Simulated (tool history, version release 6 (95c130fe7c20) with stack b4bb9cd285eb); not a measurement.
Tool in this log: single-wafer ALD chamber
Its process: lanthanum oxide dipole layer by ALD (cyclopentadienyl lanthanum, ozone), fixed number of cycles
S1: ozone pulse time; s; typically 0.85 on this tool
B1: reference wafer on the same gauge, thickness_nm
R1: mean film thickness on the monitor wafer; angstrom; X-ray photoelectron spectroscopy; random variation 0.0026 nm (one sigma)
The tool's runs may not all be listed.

run,day,S1,B1,R1
1,0,0.85,0.483,4.58
2,4.283,0.85,0.483,4.55
3,7.358,0.64,0.482,4.18
4,10.742,0.98,0.482,4.72
5,13.117,0.98,0.481,4.71
6,16.221,0.63,0.482,4.1
7,19.567,0.63,0.483,4.04
8,23.962,0.63,0.482,4.01
9,26.867,1.06,0.482,4.7
10,30.162,0.68,0.483,4.1
11,33.762,1.07,0.481,4.71
# day 34.95: ozone generator serviced
# day 37.129: thermocouple changed; heater temperature recalibrated
# day 38.638: gauge calibrated
# day 45.962: showerhead replaced
12,46.55,0.74,0.481,4.38
13,49.246,1.09,0.482,4.89
14,52.212,0.85,0.483,4.54
15,54.988,1.17,0.482,4.98
16,58.85,0.6,0.481,4.03
17,62.758,1.1,0.483,4.82

Branching from run 17: 5 alternative next runs. What would each branch give?
A,62.775,0.7,?,?
B,62.775,1.01,?,?
C,62.775,0.61,?,?
D,62.775,0.99,?,?
E,62.775,0.62,?,?

run,B1,R1
A,0.481,4.2
B,0.481,4.71
C,0.481,4
D,0.481,4.68
E,0.481,4.03
Had the tool no hidden state, the same runs would have come out as:
run,R1
A,4.38
B,4.86
C,4.19
D,4.84
E,4.21
